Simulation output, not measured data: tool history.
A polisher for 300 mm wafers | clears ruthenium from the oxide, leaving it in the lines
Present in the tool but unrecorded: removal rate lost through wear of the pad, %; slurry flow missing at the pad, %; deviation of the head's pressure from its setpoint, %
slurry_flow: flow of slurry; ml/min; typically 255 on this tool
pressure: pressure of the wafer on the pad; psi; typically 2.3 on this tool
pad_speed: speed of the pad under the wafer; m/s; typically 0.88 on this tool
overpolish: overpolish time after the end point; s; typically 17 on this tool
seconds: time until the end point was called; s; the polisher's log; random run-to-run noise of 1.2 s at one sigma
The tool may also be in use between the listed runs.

| run | hour | slurry_flow | pressure | pad_speed | overpolish | wafers since the last listed run | wafers polished on this pad | hours since the slurry nozzle was cleaned | hours since the head pressure was calibrated | incoming thickness of the incoming film, nm | seconds |
|---|---|---|---|---|---|---|---|---|---|---|---|
| 1 | 0.0 | 255 | 2.3 | 0.88 | 17 | 0 | 2857 | 536.9 | 138.2 | 94.5 | 88.0 |
|  | 33.8 | slurry nozzle cleaned |
|  | 53.5 | worn pad replaced by a new one |
| 2 | 58.4 | 255 | 2.3 | 0.88 | 17 | 694 | 63 | 24.6 | 196.6 | 96.3 | 84.4 |
| 3 | 130.0 | 255 | 2.3 | 0.88 | 17 | 931 | 995 | 96.2 | 268.2 | 96.1 | 85.5 |
| 4 | 174.4 | 255 | 2.3 | 0.88 | 24 | 577 | 1573 | 140.6 | 312.6 | 95.8 | 87.9 |
| 5 | 237.2 | 255 | 2.3 | 0.88 | 24 | 817 | 2390 | 203.4 | 375.4 | 95.2 | 86.4 |
| 6 | 296.2 | 255 | 2.3 | 0.88 | 24 | 767 | 3158 | 262.4 | 434.4 | 93.8 | 89.5 |
| 7 | 346.2 | 255 | 2.3 | 1.04 | 17 | 650 | 3808 | 312.4 | 484.4 | 95.0 | 84.4 |
|  | 368.4 | worn pad replaced by a new one |
| 8 | 520.0 | 255 | 2.3 | 1.04 | 17 | 2209 | 1973 | 486.2 | 658.2 | 95.7 | 75.0 |
|  | 523.0 | slurry nozzle cleaned |
| 9 | 570.2 | 185 | 2.3 | 0.88 | 17 | 640 | 2613 | 47.2 | 708.4 | 94.0 | 90.6 |
| 10 | 617.3 | 185 | 2.3 | 0.88 | 17 | 612 | 3226 | 94.3 | 755.5 | 95.6 | 96.6 |
| 11 | 677.6 | 255 | 2.3 | 0.72 | 17 | 784 | 4010 | 154.6 | 815.8 | 95.0 | 106.6 |
| 12 | 728.1 | 255 | 2.3 | 0.72 | 17 | 657 | 4668 | 205.1 | 866.3 | 95.4 | 114.1 |
|  | 734.3 | worn pad replaced by a new one, of another model than before |
|  | 770.4 | head pressure recalibrated |
| 13 | 780.4 | 255 | 1.7 | 0.88 | 17 | 602 | 573 | 257.4 | 10.0 | 93.8 | 101.3 |
| 14 | 823.2 | 255 | 1.8 | 1.06 | 11 | 556 | 1130 | 300.2 | 52.8 | 94.3 | 92.6 |
| 15 | 935.6 | 255 | 2.0 | 0.98 | 25 | 1462 | 2593 | 412.6 | 165.2 | 94.7 | 92.5 |
| 16 | 976.9 | 255 | 2.3 | 0.88 | 17 | 537 | 3130 | 453.9 | 206.5 | 94.4 | 88.3 |
|  | 1020.4 | worn pad replaced by a new one |
|  | 1030.0 | slurry nozzle cleaned |
| 17 | 1032.0 | 255 | 2.0 | 0.88 | 22 | 651 | 138 | 2.0 | 261.6 | 95.5 | 92.4 |
| 18 | 1177.5 | 255 | 2.3 | 1.12 | 26 | 1893 | 2031 | 147.5 | 407.1 | 96.5 | 80.6 |
|  | 1331.1 | worn pad replaced by a new one |
| 19 | 1371.6 | 255 | 2.3 | 1.06 | 17 | 2473 | 526 | 341.6 | 601.2 | 94.7 | 77.1 |
| 20 | 1423.2 | 320 | 2.3 | 0.88 | 17 | 671 | 1197 | 393.2 | 652.8 | 96.5 | 81.7 |
| 21 | 1481.9 | 255 | 2.3 | 0.80 | 17 | 763 | 1961 | 451.9 | 711.5 | 95.0 | 88.7 |
| 22 | 1514.8 | 255 | 2.3 | 0.88 | 17 | 428 | 2389 | 484.8 | 744.4 | 95.1 | 85.5 |
|  | 1566.1 | slurry nozzle cleaned |
| 23 | 1570.6 | 255 | 2.3 | 0.88 | 17 | 713 | 3103 | 4.5 | 800.2 | 95.3 | 91.1 |
| 24 | 1604.2 | 330 | 2.3 | 0.98 | 12 | 437 | 3540 | 38.1 | 833.8 | 95.6 | 85.6 |

Here are 5 independent what-if runs from the current tool condition. What would each one return?
| A | 1604.6 | 255 | 2.3 | 0.88 | 17 | 5 | 3545 | 38.5 | 834.2 | 96.1 | ? |
| B | 1604.6 | 340 | 1.8 | 1.08 | 11 | 5 | 3545 | 38.5 | 834.2 | 96.1 | ? |
| C | 1604.6 | 255 | 3.0 | 0.88 | 24 | 5 | 3545 | 38.5 | 834.2 | 96.1 | ? |
| D | 1604.6 | 330 | 2.3 | 0.98 | 20 | 5 | 3545 | 38.5 | 834.2 | 96.1 | ? |
| E | 1604.6 | 255 | 3.1 | 0.88 | 24 | 5 | 3545 | 38.5 | 834.2 | 96.1 | ? |

| run | seconds |
|---|---|
| A | 92.8 |
| B | 97.6 |
| C | 76.2 |
| D | 86.2 |
| E | 74.4 |
The same runs, with their run-to-run variation unchanged, on a tool lacking any hidden condition would have given:
| run | seconds |
|---|---|
| A | 83.7 |
| B | 88.1 |
| C | 68.8 |
| D | 77.7 |
| E | 67.1 |
